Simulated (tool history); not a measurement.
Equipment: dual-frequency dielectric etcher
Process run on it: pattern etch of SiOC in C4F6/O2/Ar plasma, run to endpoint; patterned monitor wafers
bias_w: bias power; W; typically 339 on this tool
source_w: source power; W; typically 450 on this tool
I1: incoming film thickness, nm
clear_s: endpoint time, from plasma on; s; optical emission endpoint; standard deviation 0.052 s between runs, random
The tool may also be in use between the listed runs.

run 1 hour=0 | bias_w=339 source_w=450 | I1=35.98 | clear_s=13.7
run 2 hour=7.1 | bias_w=339 source_w=450 | I1=35.94 | clear_s=13.8
run 3 hour=23.3 | bias_w=339 source_w=450 | I1=36.38 | clear_s=13.9
run 4 hour=37.5 | bias_w=339 source_w=480 | I1=35.91 | clear_s=13.6
run 5 hour=57.9 | bias_w=339 source_w=480 | I1=36 | clear_s=13.6
run 6 hour=67.3 | bias_w=339 source_w=480 | I1=35.89 | clear_s=13.5
run 7 hour=79.9 | bias_w=339 source_w=450 | I1=36.13 | clear_s=13.8
run 8 hour=89 | bias_w=339 source_w=450 | I1=35.79 | clear_s=13.7
run 9 hour=96.5 | bias_w=339 source_w=450 | I1=36.26 | clear_s=13.8
run 10 hour=108.4 | bias_w=339 source_w=450 | I1=36.08 | clear_s=13.7
-- hour=131.8 bias power generator calibrated
run 11 hour=152 | bias_w=339 source_w=450 | I1=35.75 | clear_s=13.6
run 12 hour=163.9 | bias_w=339 source_w=520 | I1=36.1 | clear_s=13.3
run 13 hour=177.6 | bias_w=339 source_w=520 | I1=35.88 | clear_s=13.1
-- hour=205.6 upper electrode replaced
run 14 hour=206.1 | bias_w=263 source_w=380 | I1=35.99 | clear_s=15.4
run 15 hour=209.6 | bias_w=339 source_w=540 | I1=36.1 | clear_s=13.1
-- hour=224.5 source power generator calibrated
run 16 hour=225 | bias_w=339 source_w=450 | I1=35.82 | clear_s=13.6
-- hour=252.8 wet clean of the chamber
run 17 hour=253.3 | bias_w=363 source_w=550 | I1=35.92 | clear_s=13
run 18 hour=253.6 | bias_w=339 source_w=450 | I1=35.81 | clear_s=14.1
run 19 hour=260.8 | bias_w=339 source_w=410 | I1=36.23 | clear_s=14.4
run 20 hour=277.3 | bias_w=339 source_w=530 | I1=36.12 | clear_s=13.5
run 21 hour=286.8 | bias_w=379 source_w=450 | I1=35.89 | clear_s=13.4
run 22 hour=295.2 | bias_w=339 source_w=450 | I1=36.01 | clear_s=14.1
run 23 hour=310.1 | bias_w=339 source_w=450 | I1=35.78 | clear_s=14
run 24 hour=321.7 | bias_w=260 source_w=500 | I1=35.83 | clear_s=14.9
run 25 hour=330 | bias_w=339 source_w=450 | I1=35.84 | clear_s=14.1
run 26 hour=344.7 | bias_w=421 source_w=400 | I1=35.71 | clear_s=13.1

What if the next run were any one of these 4? Each begins from the tool's condition after run 26:
run A hour=345.1 | bias_w=281 source_w=450 | I1=36.15 | clear_s=?
run B hour=345.1 | bias_w=339 source_w=500 | I1=36.15 | clear_s=?
run C hour=345.1 | bias_w=384 source_w=370 | I1=36.15 | clear_s=?
run D hour=345.1 | bias_w=269 source_w=400 | I1=36.15 | clear_s=?

run=A clear_s=15.1
run=B clear_s=13.7
run=C clear_s=14
run=D clear_s=15.7
What these runs would have given with no unlogged condition in the tool:
run=A clear_s=15.2
run=B clear_s=13.9
run=C clear_s=14.2
run=D clear_s=15.9
